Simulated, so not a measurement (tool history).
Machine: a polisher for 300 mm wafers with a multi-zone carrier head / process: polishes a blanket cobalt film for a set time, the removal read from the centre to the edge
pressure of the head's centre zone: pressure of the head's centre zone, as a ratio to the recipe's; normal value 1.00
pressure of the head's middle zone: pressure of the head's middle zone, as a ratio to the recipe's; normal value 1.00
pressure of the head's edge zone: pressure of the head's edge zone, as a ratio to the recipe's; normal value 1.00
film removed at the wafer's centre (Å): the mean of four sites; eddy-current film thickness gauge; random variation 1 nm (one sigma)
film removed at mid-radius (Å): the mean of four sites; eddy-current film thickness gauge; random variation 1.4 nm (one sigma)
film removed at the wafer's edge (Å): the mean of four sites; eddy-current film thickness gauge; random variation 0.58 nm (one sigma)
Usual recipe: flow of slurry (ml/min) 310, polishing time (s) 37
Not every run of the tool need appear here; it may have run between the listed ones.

| run | day | flow of slurry (ml/min) | pressure of the head's centre zone | pressure of the head's middle zone | pressure of the head's edge zone | polishing time (s) | incoming thickness of the incoming film, nm | film removed at the wafer's centre (Å) | film removed at mid-radius (Å) | film removed at the wafer's edge (Å) |
|---|---|---|---|---|---|---|---|---|---|---|
| 1 | 0.000 | 310 | 1.00 | 1.00 | 1.08 | 37 | 657.1 | 897 | 988 | 993 |
| 2 | 1.046 | 310 | 1.00 | 1.00 | 1.08 | 37 | 656.2 | 887 | 993 | 997 |
|  | 1.700 | centre zone pressure recalibrated |
| 3 | 3.192 | 310 | 1.00 | 1.00 | 1.08 | 37 | 645.2 | 932 | 973 | 984 |
| 4 | 3.762 | 310 | 1.00 | 1.05 | 1.09 | 37 | 651.8 | 944 | 995 | 971 |
| 5 | 4.350 | 310 | 1.00 | 1.05 | 1.09 | 37 | 645.7 | 926 | 983 | 977 |
|  | 5.342 | worn pad replaced by a new one |
|  | 5.792 | slurry nozzle cleaned |
| 6 | 5.812 | 310 | 1.00 | 1.00 | 1.00 | 37 | 652.4 | 962 | 989 | 959 |
| 7 | 7.292 | 310 | 1.00 | 1.00 | 1.00 | 37 | 658.9 | 967 | 982 | 956 |
| 8 | 8.233 | 310 | 1.00 | 1.00 | 1.00 | 37 | 649.3 | 954 | 993 | 944 |
| 9 | 8.908 | 255 | 1.00 | 1.00 | 1.00 | 41 | 658.5 | 1029 | 1070 | 1044 |
| 10 | 9.583 | 310 | 1.00 | 1.00 | 1.00 | 37 | 653.1 | 944 | 982 | 963 |
|  | 10.138 | carrier head's membrane replaced by a new one |
| 11 | 11.062 | 310 | 1.00 | 1.00 | 1.00 | 37 | 652.0 | 934 | 972 | 951 |
| 12 | 12.250 | 360 | 1.09 | 1.06 | 1.00 | 37 | 641.1 | 1044 | 1044 | 956 |
|  | 13.183 | worn pad replaced by a new one |
| 13 | 13.204 | 310 | 1.00 | 1.00 | 1.00 | 49 | 657.6 | 1203 | 1234 | 1229 |
|  | 13.875 | slurry nozzle cleaned |
| 14 | 14.462 | 310 | 1.00 | 1.00 | 1.00 | 37 | 655.1 | 950 | 983 | 953 |
|  | 14.875 | edge zone pressure recalibrated |
| 15 | 15.000 | 310 | 1.00 | 1.05 | 1.12 | 37 | 647.3 | 954 | 1032 | 1004 |
| 16 | 15.896 | 310 | 1.00 | 1.09 | 1.05 | 37 | 644.6 | 949 | 1059 | 973 |
| 17 | 17.317 | 360 | 1.00 | 1.00 | 1.00 | 50 | 640.4 | 1291 | 1343 | 1301 |
| 18 | 18.508 | 310 | 1.00 | 0.91 | 1.00 | 37 | 642.6 | 931 | 895 | 944 |
|  | 19.542 | worn pad replaced by a new one |
| 19 | 19.808 | 310 | 1.00 | 0.95 | 1.09 | 37 | 641.3 | 898 | 927 | 969 |
| 20 | 20.558 | 375 | 1.00 | 1.00 | 1.00 | 37 | 654.9 | 922 | 978 | 950 |
| 21 | 21.771 | 265 | 0.96 | 1.00 | 0.90 | 37 | 650.5 | 819 | 876 | 849 |
|  | 22.546 | slurry nozzle cleaned |
| 22 | 22.979 | 310 | 1.00 | 0.91 | 1.09 | 37 | 648.2 | 940 | 931 | 1000 |

Branching from run 22: 4 alternative next runs. What would each branch give?
| A | 22.996 | 310 | 1.00 | 1.00 | 1.00 | 37 | 647.5 | ? | ? | ? |
| B | 22.996 | 310 | 1.08 | 0.93 | 1.00 | 37 | 647.5 | ? | ? | ? |
| C | 22.996 | 345 | 1.12 | 1.00 | 0.93 | 29 | 647.5 | ? | ? | ? |
| D | 22.996 | 235 | 1.00 | 1.00 | 1.00 | 44 | 647.5 | ? | ? | ? |

| run | film removed at the wafer's centre (Å) | film removed at mid-radius (Å) | film removed at the wafer's edge (Å) |
|---|---|---|---|
| A | 929 | 981 | 959 |
| B | 1004 | 928 | 960 |
| C | 826 | 777 | 732 |
| D | 1063 | 1127 | 1111 |
With the hidden condition removed and each run's random variation left untouched, the same runs would have given:
| run | film removed at the wafer's centre (Å) | film removed at mid-radius (Å) | film removed at the wafer's edge (Å) |
|---|---|---|---|
| A | 979 | 983 | 961 |
| B | 1057 | 930 | 962 |
| C | 870 | 778 | 733 |
| D | 1122 | 1130 | 1114 |
